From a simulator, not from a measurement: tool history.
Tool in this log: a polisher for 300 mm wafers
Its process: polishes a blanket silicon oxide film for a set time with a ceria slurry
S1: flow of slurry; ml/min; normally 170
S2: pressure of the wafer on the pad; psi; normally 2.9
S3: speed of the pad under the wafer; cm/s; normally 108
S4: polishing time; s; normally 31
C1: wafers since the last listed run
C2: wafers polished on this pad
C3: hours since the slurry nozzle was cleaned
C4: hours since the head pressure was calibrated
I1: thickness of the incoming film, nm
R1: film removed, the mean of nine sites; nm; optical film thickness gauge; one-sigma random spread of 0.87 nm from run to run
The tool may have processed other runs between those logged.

run,hour,S1,S2,S3,S4,C1,C2,C3,C4,I1,R1
1,0,170,2.4,108,31,0,1436,228.3,149.7,871.6,120.6
# hour 2: worn pad replaced by a new one
2,18.1,170,2.4,108,31,157,157,246.4,167.8,860.1,119.8
3,37.3,170,2.9,122,31,187,345,265.6,187,877.1,154.6
4,142,170,2.9,122,31,1021,1366,370.3,291.7,887.5,155.4
# hour 148.9: slurry nozzle cleaned
# hour 165.3: worn pad replaced by a new one
5,173.1,170,2.9,108,31,254,75,24.2,322.8,884.7,138
6,208.4,170,2.9,108,31,344,420,59.5,358.1,884.2,136.8
7,315.9,170,2.9,108,31,1049,1469,167,465.6,883.4,137.6
# hour 335.4: worn pad replaced by a new one
8,337.9,170,3.7,108,31,175,23,189,487.6,857.9,165.7
9,407.5,170,3.7,108,31,679,703,258.6,557.2,863.9,167.1
10,420.7,170,3.7,108,31,128,832,271.8,570.4,878.5,168.5
11,439.1,170,2.9,108,31,179,1011,290.2,588.8,877.2,137.8
12,467.1,170,2.9,108,31,273,1284,318.2,616.8,881.4,138.9
# hour 474.9: slurry nozzle cleaned
13,479.8,170,2.5,108,31,114,1399,4.9,629.5,872.5,125.1
# hour 501.4: head pressure recalibrated
# hour 514.3: worn pad replaced by a new one
14,514.8,170,2.9,122,31,283,4,39.9,13.4,872.8,156.4
15,531.5,170,2.9,124,31,162,167,56.6,30.1,874.6,156.4
16,567,205,2.2,108,31,346,514,92.1,65.6,862,116.2
17,590.4,150,2.9,98,31,228,742,115.5,89,875.3,124.5
18,606,170,3.7,108,34,152,894,131.1,104.6,857.5,182.2
19,640.7,170,3.7,108,31,338,1233,165.8,139.3,863.4,167
20,661.9,170,2.9,90,21,206,1440,187,160.5,858.3,78.7
# hour 673.7: worn pad replaced by a new one
21,688.4,120,2.3,94,22,219,143,213.5,187,869.6,69.3
22,709.2,145,2.5,90,31,203,346,234.3,207.8,873.9,102.9
23,737.9,170,2.9,108,31,280,626,263,236.5,882.7,138
24,755.9,170,2.5,108,31,175,802,281,254.5,868,122.7
25,780.8,125,2.9,108,21,243,1045,305.9,279.4,864.9,89.4
26,813.8,170,2.9,96,31,322,1367,338.9,312.4,875.5,122.7

Hidden state, per run?
removal rate lost through wear of the pad, %: 0 across all the runs
slurry flow missing at the pad, %: 0 across all the runs
deviation of the head's pressure from its setpoint, %: 0 across all the runs

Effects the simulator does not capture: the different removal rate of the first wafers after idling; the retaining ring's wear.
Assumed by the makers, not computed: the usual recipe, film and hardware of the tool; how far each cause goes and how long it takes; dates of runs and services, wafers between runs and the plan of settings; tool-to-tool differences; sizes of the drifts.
